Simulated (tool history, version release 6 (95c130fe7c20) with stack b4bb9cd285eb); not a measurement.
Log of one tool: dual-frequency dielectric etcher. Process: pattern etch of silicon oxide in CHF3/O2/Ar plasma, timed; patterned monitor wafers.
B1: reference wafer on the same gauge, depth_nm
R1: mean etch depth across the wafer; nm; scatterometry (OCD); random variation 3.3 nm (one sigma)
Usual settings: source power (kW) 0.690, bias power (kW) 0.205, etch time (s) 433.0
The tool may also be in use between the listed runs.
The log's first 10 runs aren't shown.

Run 11, hour 242.1: usual settings but bias power (kW) 0.234; B1 874.5. Result: R1 989.4 nm.
Run 12, hour 272.5: usual settings but source power (kW) 0.590, bias power (kW) 0.233; B1 874.2. Result: R1 929.0 nm.
Run 13, hour 302.7: usual settings but etch time (s) 339.5; B1 876.1. Result: R1 729.7 nm.
Run 14, hour 319.7: usual settings but etch time (s) 352.5; B1 876.4. Result: R1 759.1 nm.
Run 15, hour 352.9: usual settings but source power (kW) 0.540, bias power (kW) 0.165; B1 877.6. Result: R1 762.4 nm.
Run 16, hour 385.9: usual settings; B1 878.9. Result: R1 928.3 nm.
Run 17, hour 417.2: usual settings but source power (kW) 0.580, bias power (kW) 0.244, etch time (s) 470.5; B1 880.0. Result: R1 1036.1 nm.
At hour 440.9: gauge calibrated.
Run 18, hour 443.0: usual settings but source power (kW) 0.610, bias power (kW) 0.173, etch time (s) 540.5; B1 855.2. Result: R1 985.5 nm.
At hour 470.3: bias power generator calibrated.
Run 19, hour 470.8: usual settings but bias power (kW) 0.242; B1 856.5. Result: R1 985.7 nm.
At hour 504.4: wet clean of the chamber.
Run 20, hour 504.9: usual settings but source power (kW) 0.540; B1 859.1. Result: R1 828.4 nm.
Run 21, hour 509.0: usual settings but source power (kW) 0.810, bias power (kW) 0.170; B1 858.0. Result: R1 885.4 nm.
Run 22, hour 522.9: usual settings; B1 857.3. Result: R1 906.8 nm.
At hour 531.3: source power generator calibrated.
Run 23, hour 554.1: usual settings but bias power (kW) 0.231, etch time (s) 327.5; B1 857.7. Result: R1 736.2 nm.
Run 24, hour 589.1: usual settings but source power (kW) 0.600, bias power (kW) 0.247, etch time (s) 325.0; B1 859.7. Result: R1 712.0 nm.
Run 25, hour 605.1: usual settings but source power (kW) 0.750; B1 861.3. Result: R1 937.1 nm.
Run 26, hour 635.5: usual settings but etch time (s) 367.5; B1 861.5. Result: R1 776.1 nm.
Run 27, hour 666.5: usual settings; B1 862.2. Result: R1 917.4 nm.
Run 28, hour 699.7: usual settings but etch time (s) 384.0; B1 863.4. Result: R1 811.1 nm.
Run 29, hour 727.9: usual settings; B1 864.7. Result: R1 908.2 nm.
Run 30, hour 761.3: usual settings but source power (kW) 0.550, bias power (kW) 0.252, etch time (s) 540.5; B1 866.7. Result: R1 1163.7 nm.

4 ways to go on from here, each from the tool as it stands after run 30. What would each give?
Run A, hour 761.8: usual settings but bias power (kW) 0.222; B1 ?. Result: R1 ?.
Run B, hour 761.8: usual settings but source power (kW) 0.740, bias power (kW) 0.249, etch time (s) 485.0; B1 ?. Result: R1 ?.
Run C, hour 761.8: usual settings but source power (kW) 0.550, bias power (kW) 0.248, etch time (s) 540.0; B1 ?. Result: R1 ?.
Run D, hour 761.8: usual settings but source power (kW) 0.640, bias power (kW) 0.160; B1 ?. Result: R1 ?.

run     B1      R1
  A  866.1   957.1
  B  866.1  1162.8
  C  866.1  1157.4
  D  866.1   789.6
Without the tool's hidden state the same runs would have given:
run      R1
  A   947.5
  B  1151.1
  C  1145.7
  D   781.7

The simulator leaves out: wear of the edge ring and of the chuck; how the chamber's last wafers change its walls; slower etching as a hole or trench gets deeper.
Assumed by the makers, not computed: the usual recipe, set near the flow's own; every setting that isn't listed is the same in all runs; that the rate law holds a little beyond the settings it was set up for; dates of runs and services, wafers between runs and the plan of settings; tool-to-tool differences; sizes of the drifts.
